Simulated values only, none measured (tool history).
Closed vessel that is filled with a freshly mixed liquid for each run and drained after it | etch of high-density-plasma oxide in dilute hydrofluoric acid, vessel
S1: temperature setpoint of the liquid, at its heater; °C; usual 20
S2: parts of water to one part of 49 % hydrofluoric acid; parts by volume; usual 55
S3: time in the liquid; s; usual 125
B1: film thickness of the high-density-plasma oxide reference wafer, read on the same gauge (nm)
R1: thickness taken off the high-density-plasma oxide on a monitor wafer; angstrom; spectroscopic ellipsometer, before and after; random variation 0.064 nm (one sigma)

run,day,S1,S2,S3,B1,R1
1,0,20,55,125,149.99,102
2,2.533,20,55,125,149.98,100.5
3,4.412,20,55,125,150.02,99.7
4,8.054,20,55,155,150,126.4
5,11.638,20,55,155,149.99,123.4
6,15.562,20,55,155,150,123.5
7,18.129,20,55,125,150.02,100.1
8,20.504,20,55,155,150,123.8
9,23.208,17.5,55,125,149.99,99.5
10,35.033,20,45,125,150.01,135.2
11,36.65,17.5,45,125,150.01,121.1
12,41.008,17,30,125,150.01,179.7
13,43.958,20,75,90,150.03,56.2
14,45.704,17,25,200,150.01,347.7

Taken out of this log: 3 entries between the listed runs. Where each belongs, and how the hidden state differs across it:
Between runs 8 and 9: thermometer replaced (day 22.008)
  liquid colder than its thermometer reads (K): 2.98 -> 0.425
  measured less the result without the state, R1: -16.8 -> -1.8 angstrom
Between runs 9 and 10: gauge calibrated (day 24.529); hydrofluoric acid flow meter replaced (day 28.05)
  liquid colder than its thermometer reads (K): 0.425 -> 0.709
  measured less the result without the state, R1: -1.8 -> -4.2 angstrom

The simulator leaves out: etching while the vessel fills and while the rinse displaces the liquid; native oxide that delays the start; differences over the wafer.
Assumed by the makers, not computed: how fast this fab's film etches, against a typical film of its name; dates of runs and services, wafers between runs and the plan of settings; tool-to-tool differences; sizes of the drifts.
